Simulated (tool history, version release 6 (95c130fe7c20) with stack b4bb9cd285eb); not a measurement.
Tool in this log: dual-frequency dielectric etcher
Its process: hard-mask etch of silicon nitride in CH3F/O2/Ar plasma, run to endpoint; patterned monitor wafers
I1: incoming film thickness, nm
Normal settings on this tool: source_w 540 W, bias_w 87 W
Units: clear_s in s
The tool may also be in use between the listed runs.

Run 1, hour 0.0: usual settings but bias_w 101 W; I1 41.52. Result: clear_s 47.3 s.
Run 2, hour 8.7: usual settings; I1 41.91. Result: clear_s 50.6 s.
Run 3, hour 22.4: usual settings; I1 41.72. Result: clear_s 50.1 s.
Run 4, hour 35.0: usual settings but bias_w 95 W; I1 41.16. Result: clear_s 48.3 s.
Run 5, hour 42.5: usual settings; I1 41.89. Result: clear_s 50.9 s.
Run 6, hour 57.4: usual settings; I1 41.67. Result: clear_s 50.3 s.
Run 7, hour 66.6: usual settings; I1 41.96. Result: clear_s 50.2 s.
Run 8, hour 83.6: usual settings; I1 41.57. Result: clear_s 50.0 s.
Run 9, hour 100.4: usual settings; I1 40.86. Result: clear_s 48.7 s.
Run 10, hour 112.4: usual settings; I1 41.56. Result: clear_s 49.6 s.
Run 11, hour 123.6: usual settings; I1 41.14. Result: clear_s 49.2 s.
At hour 134.5: source power generator calibrated.
Run 12, hour 155.3: usual settings; I1 41.49. Result: clear_s 49.7 s.
At hour 184.0: upper electrode replaced.
Run 13, hour 184.5: usual settings; I1 41.26. Result: clear_s 49.4 s.
Run 14, hour 189.3: usual settings; I1 41.35. Result: clear_s 49.3 s.
Run 15, hour 199.4: usual settings; I1 41.54. Result: clear_s 49.3 s.
Run 16, hour 214.9: usual settings but source_w 460 W, bias_w 74 W; I1 41.44. Result: clear_s 57.0 s.
Run 17, hour 242.7: usual settings; I1 41.32. Result: clear_s 48.9 s.
Run 18, hour 249.2: usual settings but source_w 470 W, bias_w 100 W; I1 41.85. Result: clear_s 50.6 s.
Run 19, hour 259.9: usual settings; I1 41.86. Result: clear_s 49.8 s.
Run 20, hour 270.9: usual settings but source_w 500 W, bias_w 105 W; I1 41.83. Result: clear_s 47.8 s.
Run 21, hour 287.6: usual settings; I1 41.27. Result: clear_s 48.3 s.
At hour 294.6: bias power generator calibrated.
Run 22, hour 296.0: usual settings but source_w 640 W, bias_w 66 W; I1 41.52. Result: clear_s 50.3 s.
Run 23, hour 302.8: usual settings but source_w 440 W, bias_w 77 W; I1 41.82. Result: clear_s 57.8 s.
At hour 328.6: wet clean of the chamber.
Run 24, hour 329.1: usual settings but bias_w 79 W; I1 41.23. Result: clear_s 53.2 s.
Run 25, hour 329.5: usual settings but source_w 480 W, bias_w 97 W; I1 41.46. Result: clear_s 52.3 s.
Run 26, hour 338.3: usual settings; I1 41.56. Result: clear_s 51.5 s.
Run 27, hour 344.8: usual settings but source_w 450 W; I1 41.68. Result: clear_s 56.8 s.
Run 28, hour 354.1: usual settings but bias_w 98 W; I1 41.46. Result: clear_s 49.0 s.
Run 29, hour 370.0: usual settings; I1 41.60. Result: clear_s 51.8 s.
Run 30, hour 384.8: usual settings but source_w 460 W, bias_w 71 W; I1 41.78. Result: clear_s 60.3 s.
Run 31, hour 425.6: usual settings but bias_w 70 W; I1 41.70. Result: clear_s 55.8 s.

Each row is a separate what-if for the run after 31, all from the same tool condition, not one after another. Results?
Run A, hour 426.0: usual settings but bias_w 78 W; I1 41.70. Result: clear_s ?.
Run B, hour 426.0: usual settings but source_w 590 W, bias_w 77 W; I1 41.70. Result: clear_s ?.
Run C, hour 426.0: usual settings but source_w 640 W; I1 41.70. Result: clear_s ?.
Run D, hour 426.0: usual settings but source_w 610 W, bias_w 97 W; I1 41.70. Result: clear_s ?.

run  clear_s
  A     53.6
  B     51.6
  C     47.5
  D     46.6
The same runs, with their run-to-run variation unchanged, on a tool lacking any hidden condition would have given:
run  clear_s
  A     54.1
  B     52.1
  C     47.9
  D     47.0
